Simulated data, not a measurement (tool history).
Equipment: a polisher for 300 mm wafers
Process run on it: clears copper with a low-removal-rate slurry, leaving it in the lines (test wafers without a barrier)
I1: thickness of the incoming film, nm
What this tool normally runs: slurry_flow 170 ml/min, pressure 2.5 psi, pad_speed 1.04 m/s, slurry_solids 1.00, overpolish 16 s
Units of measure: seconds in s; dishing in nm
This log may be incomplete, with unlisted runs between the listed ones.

run 1 hour=0.0 | slurry_flow=170 pressure=2.5 pad_speed=1.04 slurry_solids=1.00 overpolish=16 | I1=401.6 | seconds=204.3 dishing=21.5
run 2 hour=35.1 | slurry_flow=170 pressure=2.1 pad_speed=1.04 slurry_solids=1.00 overpolish=16 | I1=399.8 | seconds=236.3 dishing=18.5
run 3 hour=83.2 | slurry_flow=170 pressure=2.5 pad_speed=1.04 slurry_solids=1.00 overpolish=20 | I1=401.8 | seconds=210.9 dishing=26.2
-- hour=112.2 head pressure recalibrated, repeated, since the last time left the tool worse
run 4 hour=122.9 | slurry_flow=170 pressure=2.5 pad_speed=1.04 slurry_solids=1.00 overpolish=20 | I1=400.3 | seconds=181.2 dishing=29.2
run 5 hour=187.8 | slurry_flow=170 pressure=2.8 pad_speed=1.04 slurry_solids=1.00 overpolish=16 | I1=392.9 | seconds=160.5 dishing=25.8
run 6 hour=256.3 | slurry_flow=170 pressure=2.5 pad_speed=1.04 slurry_solids=1.00 overpolish=16 | I1=395.4 | seconds=182.5 dishing=24.4
-- hour=263.6 worn pad replaced by a new one
-- hour=280.5 slurry blender recalibrated
run 7 hour=308.4 | slurry_flow=170 pressure=2.5 pad_speed=1.04 slurry_solids=1.25 overpolish=16 | I1=397.5 | seconds=174.8 dishing=23.7
run 8 hour=337.7 | slurry_flow=170 pressure=2.5 pad_speed=1.04 slurry_solids=1.00 overpolish=16 | I1=395.8 | seconds=176.6 dishing=24.0
run 9 hour=362.6 | slurry_flow=170 pressure=2.5 pad_speed=0.86 slurry_solids=1.00 overpolish=16 | I1=393.6 | seconds=219.8 dishing=19.6
run 10 hour=411.6 | slurry_flow=170 pressure=2.5 pad_speed=1.04 slurry_solids=1.10 overpolish=16 | I1=398.8 | seconds=184.5 dishing=23.9
-- hour=421.8 slurry nozzle cleaned
run 11 hour=456.3 | slurry_flow=140 pressure=2.5 pad_speed=1.04 slurry_solids=1.30 overpolish=16 | I1=394.2 | seconds=177.3 dishing=24.0
run 12 hour=494.2 | slurry_flow=115 pressure=2.0 pad_speed=1.04 slurry_solids=1.00 overpolish=16 | I1=400.5 | seconds=235.7 dishing=18.5
run 13 hour=528.2 | slurry_flow=170 pressure=2.5 pad_speed=0.86 slurry_solids=1.00 overpolish=16 | I1=400.2 | seconds=223.4 dishing=19.3
run 14 hour=564.5 | slurry_flow=200 pressure=2.5 pad_speed=1.04 slurry_solids=1.00 overpolish=16 | I1=398.2 | seconds=188.6 dishing=23.1
run 15 hour=619.0 | slurry_flow=210 pressure=1.7 pad_speed=1.04 slurry_solids=1.20 overpolish=20 | I1=390.1 | seconds=238.0 dishing=22.7
-- hour=647.8 worn pad replaced by a new one
run 16 hour=656.1 | slurry_flow=170 pressure=1.7 pad_speed=1.04 slurry_solids=1.00 overpolish=11 | I1=392.6 | seconds=248.4 dishing=11.8
run 17 hour=743.4 | slurry_flow=170 pressure=2.5 pad_speed=1.04 slurry_solids=1.00 overpolish=16 | I1=394.5 | seconds=180.3 dishing=22.1
-- hour=751.4 slurry blender recalibrated
-- hour=827.2 head pressure recalibrated
run 18 hour=830.6 | slurry_flow=170 pressure=2.5 pad_speed=1.04 slurry_solids=1.00 overpolish=16 | I1=391.1 | seconds=174.6 dishing=23.7
run 19 hour=897.2 | slurry_flow=190 pressure=2.5 pad_speed=1.18 slurry_solids=1.00 overpolish=16 | I1=395.0 | seconds=154.5 dishing=26.6
-- hour=933.7 slurry nozzle cleaned
run 20 hour=954.1 | slurry_flow=225 pressure=3.3 pad_speed=1.04 slurry_solids=1.00 overpolish=16 | I1=388.3 | seconds=135.5 dishing=30.7
run 21 hour=980.7 | slurry_flow=170 pressure=2.5 pad_speed=1.22 slurry_solids=1.00 overpolish=19 | I1=389.3 | seconds=151.4 dishing=32.0
run 22 hour=1038.0 | slurry_flow=170 pressure=3.1 pad_speed=0.76 slurry_solids=0.75 overpolish=9 | I1=398.2 | seconds=216.7 dishing=12.0
run 23 hour=1079.7 | slurry_flow=130 pressure=3.0 pad_speed=0.78 slurry_solids=1.00 overpolish=16 | I1=387.7 | seconds=208.0 dishing=21.0

Run 24, settings as shown, results not yet in. Your forecast:
-- hour=1123.5 worn pad replaced by a new one
run 24 hour=1123.9 | slurry_flow=170 pressure=2.5 pad_speed=1.04 slurry_solids=0.90 overpolish=9 | I1=396.3 | seconds=? dishing=?

Run 24 came out at seconds 179.5 s, dishing 13.8 nm.
With the hidden condition absent and the run-to-run variation left alone, this run would have shown seconds 175.7 s, dishing 14.0 nm.
